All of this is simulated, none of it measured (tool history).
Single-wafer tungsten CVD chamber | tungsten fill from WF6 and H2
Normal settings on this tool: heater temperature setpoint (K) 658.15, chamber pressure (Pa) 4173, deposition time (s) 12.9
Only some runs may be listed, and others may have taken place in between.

run,hour,heater temperature setpoint (K),chamber pressure (Pa),deposition time (s),wafers since the last listed run,hours since the last thermocouple change,hours since the last manometer calibration,hours since the showerhead was replaced,hours since the gauge calibration,"read-back reference wafer on the same gauge, thickness_nm",mean film thickness on the monitor wafer (angstrom)
1,0.0,658.15,4173,12.9,0,2014.2,768.8,3336.8,105.9,27.696,281.43
2,22.8,658.15,4173,12.9,715,2037.0,791.6,3359.6,128.7,27.704,281.01
3,50.2,658.15,4173,12.9,860,2064.4,819.0,3387.0,156.1,27.714,281.54
4,85.5,658.15,4173,12.9,1108,2099.7,854.3,3422.3,191.4,27.684,280.79
5,99.6,647.15,4173,12.9,442,2113.8,868.4,3436.4,205.5,27.707,230.98
6,124.3,647.15,4173,12.9,775,2138.5,893.1,3461.1,230.2,27.703,229.80
7,152.4,658.15,4173,11.2,882,2166.6,921.2,3489.2,258.3,27.695,244.49
8,184.0,658.15,4173,11.2,992,2198.2,952.8,3520.8,289.9,27.692,243.66
9,205.6,658.15,4173,12.9,678,2219.8,974.4,3542.4,311.5,27.698,281.32
10,228.7,658.15,4173,12.9,725,2242.9,997.5,3565.5,334.6,27.700,281.12
11,247.4,658.15,4173,12.9,587,2261.6,1016.2,3584.2,353.3,27.698,281.96
12,280.6,658.15,4173,12.9,1042,2294.8,1049.4,3617.4,386.5,27.700,280.66
# hour 292.8: showerhead replaced
13,296.2,658.15,4173,12.9,238,2310.4,1065.0,3.4,402.1,27.695,281.56
14,329.4,658.15,4173,12.9,1042,2343.6,1098.2,36.6,435.3,27.715,280.84
15,354.5,658.15,4546,12.9,788,2368.7,1123.3,61.7,460.4,27.695,292.62
# hour 374.2: capacitance manometer re-zeroed and calibrated
16,374.7,658.15,4546,12.9,383,2388.9,0.5,81.9,480.6,27.698,292.71
17,385.8,668.15,4173,12.9,348,2400.0,11.6,93.0,491.7,27.701,335.45
18,413.4,658.15,4173,12.9,866,2427.6,39.2,120.6,519.3,27.702,279.45
19,443.7,658.15,4173,12.9,951,2457.9,69.5,150.9,549.6,27.704,280.96
# hour 457.2: thermocouple changed; heater temperature recalibrated
20,463.1,667.15,4733,10.6,357,5.9,88.9,170.3,569.0,27.700,308.16
21,483.0,653.15,3760,14.0,624,25.8,108.8,190.2,588.9,27.698,287.81
22,499.5,668.15,5173,11.0,518,42.3,125.3,206.7,605.4,27.703,337.06
23,532.8,662.15,4173,10.6,1045,75.6,158.6,240.0,638.7,27.704,265.08
24,545.3,658.15,4173,12.9,392,88.1,171.1,252.5,651.2,27.693,300.77
25,573.7,658.15,4173,12.9,891,116.5,199.5,280.9,679.6,27.708,298.53
# hour 585.2: gauge calibrated
26,606.8,666.15,4760,10.7,1039,149.6,232.6,314.0,21.6,27.692,302.26
27,640.4,644.15,4866,11.2,1055,183.2,266.2,347.6,55.2,27.714,216.26
28,662.8,658.15,4173,12.9,703,205.6,288.6,370.0,77.6,27.700,297.39
29,685.8,658.15,3813,12.9,722,228.6,311.6,393.0,100.6,27.700,284.44
30,712.4,658.15,4173,12.9,835,255.2,338.2,419.6,127.2,27.695,296.57
31,743.9,654.15,4173,12.9,989,286.7,369.7,451.1,158.7,27.706,274.91
32,779.1,646.15,4173,14.8,1105,321.9,404.9,486.3,193.9,27.700,274.39

Alternative continuations, all from the tool just after run 32; predict every row:
A,779.5,658.15,4173,12.9,12,322.3,405.3,486.7,194.3,?,?
B,779.5,664.15,4813,11.8,12,322.3,405.3,486.7,194.3,?,?
C,779.5,644.15,4693,12.9,12,322.3,405.3,486.7,194.3,?,?
D,779.5,658.15,3480,12.9,12,322.3,405.3,486.7,194.3,?,?
E,779.5,651.15,4173,13.8,12,322.3,405.3,486.7,194.3,?,?

run,"read-back reference wafer on the same gauge, thickness_nm",mean film thickness on the monitor wafer (angstrom)
A,27.688,295.97
B,27.688,321.26
C,27.688,243.08
D,27.688,271.43
E,27.688,279.66
With the hidden condition removed and each run's random variation left untouched, the same runs would have given:
run,mean film thickness on the monitor wafer (angstrom)
A,302.78
B,328.48
C,248.97
D,277.67
E,286.31
